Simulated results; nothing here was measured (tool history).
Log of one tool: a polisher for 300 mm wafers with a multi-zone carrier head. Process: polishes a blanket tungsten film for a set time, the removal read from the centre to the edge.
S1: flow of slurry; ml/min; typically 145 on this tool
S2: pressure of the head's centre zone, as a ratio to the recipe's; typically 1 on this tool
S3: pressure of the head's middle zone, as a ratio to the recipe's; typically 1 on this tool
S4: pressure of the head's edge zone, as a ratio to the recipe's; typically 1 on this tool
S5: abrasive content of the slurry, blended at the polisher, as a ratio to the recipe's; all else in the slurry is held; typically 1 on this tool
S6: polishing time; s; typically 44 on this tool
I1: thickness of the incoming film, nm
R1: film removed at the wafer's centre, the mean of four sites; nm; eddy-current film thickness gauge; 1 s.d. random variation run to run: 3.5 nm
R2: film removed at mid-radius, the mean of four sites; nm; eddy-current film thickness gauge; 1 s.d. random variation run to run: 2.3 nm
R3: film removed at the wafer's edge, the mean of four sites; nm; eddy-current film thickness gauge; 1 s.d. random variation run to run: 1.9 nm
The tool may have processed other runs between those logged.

run 1 hour=0 | S1=145 S2=1 S3=0.92 S4=1.11 S5=1 S6=44 | I1=1212.3 | R1=253.9 R2=223 R3=238.1
-- hour=55.8 worn pad replaced by a new one
-- hour=60.1 edge zone pressure recalibrated
run 2 hour=101.7 | S1=145 S2=1 S3=0.92 S4=1 S5=1 S6=44 | I1=1195 | R1=253.7 R2=227.7 R3=229.6
run 3 hour=196.5 | S1=145 S2=0.96 S3=0.97 S4=1 S5=0.8 S6=44 | I1=1186.5 | R1=240.8 R2=217.6 R3=218
-- hour=241 slurry nozzle cleaned
run 4 hour=490.3 | S1=145 S2=1 S3=1 S4=1 S5=1 S6=44 | I1=1202.7 | R1=257.5 R2=237.3 R3=227.3
-- hour=519.8 centre zone pressure recalibrated
run 5 hour=565.3 | S1=145 S2=1 S3=1 S4=1 S5=1 S6=44 | I1=1201.1 | R1=249.1 R2=240.2 R3=231.3
run 6 hour=620.3 | S1=145 S2=1 S3=1 S4=1 S5=1 S6=48 | I1=1180.9 | R1=275.5 R2=259.4 R3=252.4
run 7 hour=710.9 | S1=110 S2=1 S3=1.05 S4=1 S5=0.75 S6=44 | I1=1200.2 | R1=216.4 R2=215.8 R3=203.3
-- hour=738.2 carrier head's membrane replaced by a new one
run 8 hour=748.2 | S1=145 S2=1 S3=1 S4=1 S5=1 S6=44 | I1=1196.2 | R1=250.1 R2=235.1 R3=227.7
run 9 hour=821.3 | S1=145 S2=1 S3=1 S4=1 S5=0.85 S6=44 | I1=1209.5 | R1=245.8 R2=230.5 R3=224.9
run 10 hour=901.1 | S1=105 S2=0.96 S3=1 S4=1 S5=1 S6=44 | I1=1206 | R1=228 R2=220.8 R3=215.6
run 11 hour=972.5 | S1=100 S2=1 S3=1 S4=0.9 S5=1 S6=44 | I1=1214.8 | R1=229.7 R2=214.3 R3=200.1
-- hour=988.1 worn pad replaced by a new one
-- hour=1030.4 slurry nozzle cleaned
-- hour=1066.7 edge zone pressure recalibrated
run 12 hour=1072.1 | S1=145 S2=1 S3=1 S4=0.92 S5=1 S6=44 | I1=1196.7 | R1=254.5 R2=236.9 R3=221.3
run 13 hour=1143.1 | S1=145 S2=1 S3=1 S4=1 S5=1 S6=38 | I1=1173.7 | R1=231.1 R2=202.7 R3=199.7
run 14 hour=1187.3 | S1=145 S2=1 S3=1 S4=1 S5=1 S6=44 | I1=1191.7 | R1=258.6 R2=239.8 R3=225.3
run 15 hour=1260.2 | S1=145 S2=1 S3=0.93 S4=0.88 S5=1 S6=32 | I1=1192.9 | R1=192 R2=163.2 R3=158.1
-- hour=1395 centre zone pressure recalibrated
run 16 hour=1580.4 | S1=115 S2=0.96 S3=0.9 S4=1 S5=0.85 S6=44 | I1=1202.9 | R1=220.6 R2=199.7 R3=215.2
run 17 hour=1652.1 | S1=145 S2=0.92 S3=1.08 S4=1 S5=1.15 S6=44 | I1=1198.9 | R1=244.1 R2=261.4 R3=239.3
run 18 hour=1756.6 | S1=160 S2=1 S3=1 S4=1 S5=1 S6=44 | I1=1193.9 | R1=257.9 R2=247.4 R3=235.4
-- hour=1814.4 worn pad replaced by a new one
run 19 hour=1851.5 | S1=145 S2=1 S3=1 S4=1 S5=1 S6=44 | I1=1207.7 | R1=257.3 R2=237.6 R3=229.5
-- hour=1884.9 slurry nozzle cleaned
run 20 hour=1891.8 | S1=145 S2=0.96 S3=1.11 S4=1 S5=1 S6=44 | I1=1191.2 | R1=244.1 R2=256.9 R3=230.3

What if the next run were any one of these 5? Each begins from the tool's condition after run 20:
run A hour=1892.2 | S1=145 S2=1 S3=1 S4=1 S5=1 S6=44 | I1=1175 | R1=? R2=? R3=?
run B hour=1892.2 | S1=180 S2=1.12 S3=1 S4=1.04 S5=1 S6=44 | I1=1175 | R1=? R2=? R3=?
run C hour=1892.2 | S1=100 S2=0.92 S3=0.89 S4=1 S5=1 S6=40 | I1=1175 | R1=? R2=? R3=?
run D hour=1892.2 | S1=145 S2=0.92 S3=1 S4=1 S5=1 S6=50 | I1=1175 | R1=? R2=? R3=?
run E hour=1892.2 | S1=145 S2=1 S3=1 S4=0.89 S5=0.8 S6=38 | I1=1175 | R1=? R2=? R3=?

run=A R1=258.5 R2=236.1 R3=230.4
run=B R1=291.9 R2=245.9 R3=241.9
run=C R1=198.5 R2=179.4 R3=195.6
run=D R1=278.5 R2=268.3 R3=261.8
run=E R1=211.6 R2=193.2 R3=178.5
Without the tool's unlogged condition, the same runs would have read:
run=A R1=239.6 R2=236.2 R3=230.4
run=B R1=270.7 R2=246 R3=241.9
run=C R1=183.9 R2=179.4 R3=195.6
run=D R1=258.1 R2=268.4 R3=261.8
run=E R1=196.1 R2=193.3 R3=178.5

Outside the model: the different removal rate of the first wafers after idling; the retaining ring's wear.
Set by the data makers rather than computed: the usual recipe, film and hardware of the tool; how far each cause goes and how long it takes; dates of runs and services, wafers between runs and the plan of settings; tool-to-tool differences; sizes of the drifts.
